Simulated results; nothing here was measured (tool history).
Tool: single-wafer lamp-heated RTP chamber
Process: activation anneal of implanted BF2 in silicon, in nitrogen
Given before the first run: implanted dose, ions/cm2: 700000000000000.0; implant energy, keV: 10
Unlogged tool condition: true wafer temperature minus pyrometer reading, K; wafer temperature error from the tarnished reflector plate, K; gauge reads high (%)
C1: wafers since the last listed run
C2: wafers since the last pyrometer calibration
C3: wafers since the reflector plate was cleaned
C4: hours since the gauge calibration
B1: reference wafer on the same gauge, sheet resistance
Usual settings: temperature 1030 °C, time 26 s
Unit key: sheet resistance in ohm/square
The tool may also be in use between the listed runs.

{"run": 1, "hour": 0.0, "temperature": 1030, "time": 26, "C1": 0, "C2": 3341, "C3": 1694, "C4": 107.7, "B1": 190.94, "sheet resistance": 213.11}
{"run": 2, "hour": 9.6, "temperature": 1030, "time": 26, "C1": 166, "C2": 3508, "C3": 1860, "C4": 117.3, "B1": 191.05, "sheet resistance": 212.15}
{"run": 3, "hour": 22.7, "temperature": 1030, "time": 26, "C1": 227, "C2": 3735, "C3": 2088, "C4": 130.4, "B1": 190.99, "sheet resistance": 211.47}
{"run": 4, "hour": 34.1, "temperature": 1030, "time": 26, "C1": 198, "C2": 3934, "C3": 2286, "C4": 141.8, "B1": 191.02, "sheet resistance": 212.66}
{"run": 5, "hour": 43.5, "temperature": 1030, "time": 26, "C1": 163, "C2": 4097, "C3": 2450, "C4": 151.2, "B1": 191.07, "sheet resistance": 212.12}
{"run": 6, "hour": 57.9, "temperature": 1030, "time": 26, "C1": 250, "C2": 4348, "C3": 2700, "C4": 165.6, "B1": 190.91, "sheet resistance": 211.43}
{"run": 7, "hour": 69.2, "temperature": 1030, "time": 26, "C1": 196, "C2": 4544, "C3": 2897, "C4": 176.9, "B1": 190.99, "sheet resistance": 211.43}
{"run": 8, "hour": 82.3, "temperature": 1030, "time": 26, "C1": 227, "C2": 4772, "C3": 3125, "C4": 190, "B1": 190.95, "sheet resistance": 211.21}
{"run": 9, "hour": 99.8, "temperature": 1047, "time": 26, "C1": 304, "C2": 5076, "C3": 3429, "C4": 207.5, "B1": 191.07, "sheet resistance": 195.19}
{"run": 10, "hour": 116.3, "temperature": 1047, "time": 26, "C1": 286, "C2": 5363, "C3": 3716, "C4": 224, "B1": 191.02, "sheet resistance": 194.52}
{"run": 11, "hour": 128.7, "temperature": 1030, "time": 26, "C1": 215, "C2": 5579, "C3": 3931, "C4": 236.4, "B1": 190.98, "sheet resistance": 210.28}
{"run": 12, "hour": 143.8, "temperature": 1030, "time": 26, "C1": 262, "C2": 5841, "C3": 4194, "C4": 251.5, "B1": 190.94, "sheet resistance": 210.1}
{"hour": 146.8, "done": "gauge calibrated"}
{"run": 13, "hour": 160.9, "temperature": 1030, "time": 26, "C1": 297, "C2": 6139, "C3": 4491, "C4": 14.1, "B1": 191.05, "sheet resistance": 209.31}
{"run": 14, "hour": 205.1, "temperature": 1030, "time": 26, "C1": 768, "C2": 6907, "C3": 5260, "C4": 58.3, "B1": 190.95, "sheet resistance": 209.6}
{"run": 15, "hour": 217.9, "temperature": 1039, "time": 11, "C1": 222, "C2": 7130, "C3": 5482, "C4": 71.1, "B1": 191.03, "sheet resistance": 225.36}
{"run": 16, "hour": 224.8, "temperature": 1005, "time": 19, "C1": 119, "C2": 7250, "C3": 5602, "C4": 78, "B1": 191.02, "sheet resistance": 248.06}
{"run": 17, "hour": 232.9, "temperature": 1050, "time": 33, "C1": 140, "C2": 7390, "C3": 5743, "C4": 86.1, "B1": 191.04, "sheet resistance": 185.56}
{"hour": 254.6, "done": "reflector plate cleaned"}
{"run": 18, "hour": 255.1, "temperature": 1030, "time": 26, "C1": 246, "C2": 7637, "C3": 9, "C4": 108.3, "B1": 190.93, "sheet resistance": 210.64}
{"run": 19, "hour": 255.4, "temperature": 1013, "time": 38, "C1": 5, "C2": 7643, "C3": 14, "C4": 108.6, "B1": 191.04, "sheet resistance": 218.03}
{"run": 20, "hour": 265.1, "temperature": 1020, "time": 11, "C1": 168, "C2": 7811, "C3": 183, "C4": 118.3, "B1": 190.92, "sheet resistance": 251.06}
{"run": 21, "hour": 273.6, "temperature": 1030, "time": 39, "C1": 147, "C2": 7959, "C3": 330, "C4": 126.8, "B1": 190.97, "sheet resistance": 200.4}
{"run": 22, "hour": 287.1, "temperature": 1030, "time": 26, "C1": 234, "C2": 8194, "C3": 565, "C4": 140.3, "B1": 190.98, "sheet resistance": 210.94}
{"run": 23, "hour": 294.1, "temperature": 1030, "time": 13, "C1": 121, "C2": 8315, "C3": 687, "C4": 147.3, "B1": 191.04, "sheet resistance": 233.49}
{"hour": 308.2, "done": "pyrometer window cleaned and pyrometer calibrated"}
{"run": 24, "hour": 311.7, "temperature": 1053, "time": 37, "C1": 166, "C2": 61, "C3": 854, "C4": 164.9, "B1": 190.94, "sheet resistance": 184.69}
{"run": 25, "hour": 324.1, "temperature": 1030, "time": 26, "C1": 215, "C2": 276, "C3": 1069, "C4": 177.3, "B1": 190.97, "sheet resistance": 215.81}
{"run": 26, "hour": 333.8, "temperature": 1013, "time": 13, "C1": 168, "C2": 445, "C3": 1238, "C4": 187, "B1": 191.05, "sheet resistance": 260.11}
{"run": 27, "hour": 341.3, "temperature": 1044, "time": 32, "C1": 130, "C2": 575, "C3": 1368, "C4": 194.5, "B1": 191, "sheet resistance": 195.18}
{"run": 28, "hour": 352.9, "temperature": 1030, "time": 26, "C1": 201, "C2": 777, "C3": 1570, "C4": 206.1, "B1": 191.02, "sheet resistance": 214.55}
{"run": 29, "hour": 398.5, "temperature": 1056, "time": 32, "C1": 792, "C2": 1570, "C3": 2363, "C4": 251.7, "B1": 190.98, "sheet resistance": 184.6}

Predict each of these 5 candidate next runs independently; none follows another, all start after run 29:
{"run": "A", "hour": 398.9, "temperature": 1030, "time": 26, "C1": 6, "C2": 1577, "C3": 2370, "C4": 252.1, "B1": "?", "sheet resistance": "?"}
{"run": "B", "hour": 398.9, "temperature": 1010, "time": 26, "C1": 6, "C2": 1577, "C3": 2370, "C4": 252.1, "B1": "?", "sheet resistance": "?"}
{"run": "C", "hour": 398.9, "temperature": 1058, "time": 13, "C1": 6, "C2": 1577, "C3": 2370, "C4": 252.1, "B1": "?", "sheet resistance": "?"}
{"run": "D", "hour": 398.9, "temperature": 1030, "time": 34, "C1": 6, "C2": 1577, "C3": 2370, "C4": 252.1, "B1": "?", "sheet resistance": "?"}
{"run": "E", "hour": 398.9, "temperature": 1016, "time": 39, "C1": 6, "C2": 1577, "C3": 2370, "C4": 252.1, "B1": "?", "sheet resistance": "?"}

run=A B1=191.07 sheet_resistance=213.71
run=B B1=191.07 sheet_resistance=236.34
run=C B1=191.07 sheet_resistance=205.94
run=D B1=191.07 sheet_resistance=205.65
run=E B1=191.07 sheet_resistance=216.25
With no hidden state in the tool, these same runs would have given:
run=A sheet_resistance=216.97
run=B sheet_resistance=239.95
run=C sheet_resistance=208.73
run=D sheet_resistance=208.72
run=E sheet_resistance=219.57

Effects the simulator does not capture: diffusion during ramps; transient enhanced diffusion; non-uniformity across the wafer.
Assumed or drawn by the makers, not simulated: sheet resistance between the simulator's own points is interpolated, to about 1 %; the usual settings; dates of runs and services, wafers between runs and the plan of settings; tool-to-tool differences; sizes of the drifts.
